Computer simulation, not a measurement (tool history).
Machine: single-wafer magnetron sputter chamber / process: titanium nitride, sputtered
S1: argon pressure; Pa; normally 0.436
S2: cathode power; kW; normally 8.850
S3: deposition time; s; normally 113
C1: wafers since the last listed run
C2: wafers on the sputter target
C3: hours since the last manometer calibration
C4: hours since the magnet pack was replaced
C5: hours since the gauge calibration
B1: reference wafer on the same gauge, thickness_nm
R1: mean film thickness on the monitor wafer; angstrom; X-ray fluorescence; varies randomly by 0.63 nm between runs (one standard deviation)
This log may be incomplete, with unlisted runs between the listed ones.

run	day	S1	S2	S3	C1	C2	C3	C4	C5	B1	R1
1	0.000	0.358	8.850	113	0	3938	1429.1	4562.2	581.2	153.982	1796.68
2	1.825	0.436	8.850	99	667	4605	1472.9	4606.0	625.0	154.035	1554.32
# day 2.929: capacitance manometer re-zeroed and calibrated
3	5.658	0.366	8.850	113	1280	5886	65.5	4698.0	717.0	153.940	1785.29
# day 6.929: sputter target and shields replaced
4	7.433	0.366	8.850	113	527	184	108.1	4740.6	759.6	153.983	1772.01
5	11.896	0.366	8.850	113	1632	1816	215.2	4847.7	866.7	154.016	1790.05
6	14.746	0.499	8.850	113	1042	2859	283.6	4916.1	935.1	154.049	1712.27
7	18.242	0.436	8.850	113	1278	4138	367.5	5000.0	1019.0	154.062	1748.67
8	22.208	0.436	8.850	113	1451	5589	462.7	5095.2	1114.2	154.184	1744.88
# day 24.833: sputter target and shields replaced
9	25.308	0.436	8.850	113	1012	174	537.1	5169.6	1188.6	154.009	1753.97
10	27.071	0.436	8.850	113	644	819	579.4	5211.9	1230.9	154.092	1750.37
11	31.112	0.436	8.850	113	1478	2297	676.4	5308.9	1327.9	154.008	1749.19
12	35.350	0.436	8.850	123	1550	3848	778.1	5410.6	1429.6	153.970	1902.01
13	38.104	0.436	8.850	123	1007	4855	844.2	5476.7	1495.7	154.106	1906.46
14	41.321	0.436	8.850	123	1176	6032	921.4	5553.9	1572.9	154.126	1900.21
15	42.829	0.383	8.850	113	551	6584	957.6	5590.1	1609.1	154.018	1782.73
# day 43.575: sputter target and shields replaced
16	45.825	0.436	8.850	113	974	822	1029.5	5662.0	1681.0	154.040	1754.95
17	48.575	0.436	8.850	113	1006	1828	1095.5	5728.0	1747.0	154.015	1756.64
18	52.533	0.490	9.800	123	1448	3277	1190.5	5823.0	1842.0	154.083	2075.89
19	56.979	0.387	8.850	99	1626	4903	1297.2	5929.7	1948.7	154.104	1570.35
20	58.558	0.353	8.850	134	577	5481	1335.1	5967.6	1986.6	154.084	2148.91
# day 60.071: capacitance manometer re-zeroed and calibrated
21	61.250	0.586	8.850	113	862	6344	28.3	6032.2	2051.2	154.054	1649.82
# day 62.571: sputter target and shields replaced
# day 62.979: gauge calibrated
# day 64.492: magnet pack replaced
22	65.462	0.436	8.050	100	1297	936	129.4	23.3	59.6	154.026	1399.15
23	67.992	0.436	7.000	129	925	1861	190.1	84.0	120.3	153.961	1581.78
24	71.075	0.570	8.850	113	1128	2989	264.1	158.0	194.3	154.144	1675.22
25	73.650	0.436	8.850	113	942	3931	325.9	219.8	256.1	154.015	1745.18
26	78.133	0.436	8.850	113	1640	5572	433.5	327.4	363.7	154.184	1738.35
27	82.100	0.521	8.850	133	1451	7023	528.7	422.6	458.9	154.013	1995.64
# day 84.175: sputter target and shields replaced
28	86.167	0.436	8.850	113	1365	728	626.3	520.2	556.5	153.923	1753.82
29	89.017	0.436	8.850	113	1042	1770	694.7	588.6	624.9	154.020	1747.22
30	91.558	0.526	6.750	124	929	2700	755.7	649.6	685.9	153.934	1422.37
31	100.096	0.513	7.050	98	3123	5824	960.6	854.5	890.8	154.030	1191.28
32	103.317	0.436	8.850	119	1178	7002	1037.9	931.8	968.1	154.006	1862.97

Below, each run's measurement less what the same run would have read without the hidden state. Both values contain the same run-to-run variation, but the gauge's scatter may not be the same in both:
The tool's hidden condition here consists of: deposition rate above that of a new target (%); true argon pressure above the setpoint (%); gauge reads high (%).
run	R1
1	+24.84
2	+27.00
3	-0.73
4	-0.62
5	-0.12
6	+0.45
7	+1.30
8	+2.58
9	+3.81
10	+4.57
11	+6.55
12	+9.74
13	+11.65
14	+14.02
15	+12.86
16	+16.37
17	+18.67
18	+28.85
19	+21.52
20	+29.04
21	-3.57
22	-2.16
23	-2.16
24	-2.19
25	-1.25
26	+0.08
27	+2.09
28	+3.42
29	+4.88
30	+5.99
31	+9.36
32	+15.48

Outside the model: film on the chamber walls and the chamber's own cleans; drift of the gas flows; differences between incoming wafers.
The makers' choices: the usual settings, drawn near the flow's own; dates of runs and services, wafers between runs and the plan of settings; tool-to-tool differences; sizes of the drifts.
